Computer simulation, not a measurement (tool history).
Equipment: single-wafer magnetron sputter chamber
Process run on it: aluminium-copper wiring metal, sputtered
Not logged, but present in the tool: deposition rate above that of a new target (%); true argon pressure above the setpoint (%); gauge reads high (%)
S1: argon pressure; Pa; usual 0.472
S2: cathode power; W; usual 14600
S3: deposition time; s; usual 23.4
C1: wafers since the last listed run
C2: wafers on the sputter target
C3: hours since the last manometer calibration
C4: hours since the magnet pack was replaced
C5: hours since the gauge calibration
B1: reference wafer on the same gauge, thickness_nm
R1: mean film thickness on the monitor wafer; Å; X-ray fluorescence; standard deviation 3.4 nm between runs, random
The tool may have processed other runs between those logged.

| run | hour | S1 | S2 | S3 | C1 | C2 | C3 | C4 | C5 | B1 | R1 |
|---|---|---|---|---|---|---|---|---|---|---|---|
| 1 | 0.0 | 0.472 | 14600 | 23.4 | 0 | 685 | 1140.1 | 7830.9 | 439.4 | 729.821 | 6141.46 |
| 2 | 19.5 | 0.472 | 14600 | 23.4 | 521 | 1207 | 1159.6 | 7850.4 | 458.9 | 728.756 | 6014.60 |
| 3 | 35.1 | 0.472 | 14600 | 21.8 | 417 | 1624 | 1175.2 | 7866.0 | 474.5 | 727.657 | 5544.84 |
|  | 45.0 | gauge calibrated |
| 4 | 64.0 | 0.472 | 17150 | 23.4 | 772 | 2396 | 1204.1 | 7894.9 | 19.0 | 728.938 | 7023.99 |
| 5 | 99.9 | 0.379 | 14600 | 23.4 | 959 | 3356 | 1240.0 | 7930.8 | 54.9 | 727.286 | 6217.77 |
| 6 | 125.5 | 0.379 | 14600 | 23.4 | 684 | 4041 | 1265.6 | 7956.4 | 80.5 | 725.857 | 6141.66 |
| 7 | 143.4 | 0.472 | 14600 | 21.5 | 478 | 4519 | 1283.5 | 7974.3 | 98.4 | 729.350 | 5366.32 |
| 8 | 172.3 | 0.472 | 14600 | 21.5 | 772 | 5292 | 1312.4 | 8003.2 | 127.3 | 726.590 | 5362.92 |
| 9 | 194.9 | 0.472 | 14600 | 21.5 | 604 | 5896 | 1335.0 | 8025.8 | 149.9 | 727.887 | 5408.17 |
| 10 | 219.2 | 0.472 | 14600 | 23.4 | 649 | 6546 | 1359.3 | 8050.1 | 174.2 | 727.535 | 5741.51 |
| 11 | 250.9 | 0.472 | 15350 | 23.4 | 847 | 7393 | 1391.0 | 8081.8 | 205.9 | 727.220 | 6134.48 |
| 12 | 266.8 | 0.472 | 15350 | 23.4 | 425 | 7818 | 1406.9 | 8097.7 | 221.8 | 727.254 | 6095.03 |
| 13 | 280.5 | 0.541 | 11400 | 25.2 | 366 | 8184 | 1420.6 | 8111.4 | 235.5 | 727.773 | 4689.71 |
| 14 | 297.3 | 0.472 | 11450 | 27.0 | 449 | 8634 | 1437.4 | 8128.2 | 252.3 | 728.231 | 5223.82 |
|  | 305.5 | sputter target and shields replaced |
| 15 | 326.7 | 0.472 | 17200 | 25.4 | 572 | 567 | 1466.8 | 8157.6 | 281.7 | 728.245 | 7942.30 |
| 16 | 361.9 | 0.472 | 15350 | 23.4 | 941 | 1508 | 1502.0 | 8192.8 | 316.9 | 727.970 | 6353.06 |
| 17 | 384.6 | 0.638 | 16750 | 25.1 | 606 | 2115 | 1524.7 | 8215.5 | 339.6 | 727.106 | 6763.05 |
| 18 | 423.3 | 0.555 | 11500 | 19.4 | 1034 | 3150 | 1563.4 | 8254.2 | 378.3 | 728.140 | 3718.07 |
|  | 437.6 | capacitance manometer re-zeroed and calibrated |
|  | 438.6 | magnet pack replaced |
| 19 | 447.4 | 0.607 | 15850 | 25.7 | 405 | 3555 | 9.8 | 8.8 | 402.4 | 728.071 | 6592.17 |
|  | 450.4 | gauge calibrated |
| 20 | 471.8 | 0.344 | 12250 | 22.2 | 652 | 4207 | 34.2 | 33.2 | 21.4 | 728.281 | 5033.20 |
| 21 | 497.1 | 0.617 | 16100 | 18.9 | 676 | 4884 | 59.5 | 58.5 | 46.7 | 728.284 | 4823.77 |
| 22 | 528.3 | 0.472 | 14600 | 23.4 | 834 | 5718 | 90.7 | 89.7 | 77.9 | 727.931 | 5848.54 |
| 23 | 541.9 | 0.620 | 11400 | 25.6 | 363 | 6081 | 104.3 | 103.3 | 91.5 | 728.394 | 4636.95 |
| 24 | 562.5 | 0.624 | 15550 | 25.3 | 550 | 6632 | 124.9 | 123.9 | 112.1 | 726.003 | 6186.75 |
| 25 | 580.0 | 0.355 | 14600 | 23.4 | 467 | 7100 | 142.4 | 141.4 | 129.6 | 728.393 | 6216.80 |

3 ways to go on from here, each from the tool as it stands after run 25. What would each give?
| A | 580.4 | 0.308 | 14600 | 23.4 | 10 | 7111 | 142.8 | 141.8 | 130.0 | ? | ? |
| B | 580.4 | 0.361 | 13300 | 27.8 | 10 | 7111 | 142.8 | 141.8 | 130.0 | ? | ? |
| C | 580.4 | 0.541 | 13200 | 26.4 | 10 | 7111 | 142.8 | 141.8 | 130.0 | ? | ? |

| run | B1 | R1 |
|---|---|---|
| A | 726.998 | 6361.62 |
| B | 726.998 | 6682.47 |
| C | 726.998 | 5705.44 |
Without the tool's hidden state the same runs would have given:
| run | R1 |
|---|---|
| A | 6777.43 |
| B | 7119.25 |
| C | 6078.36 |
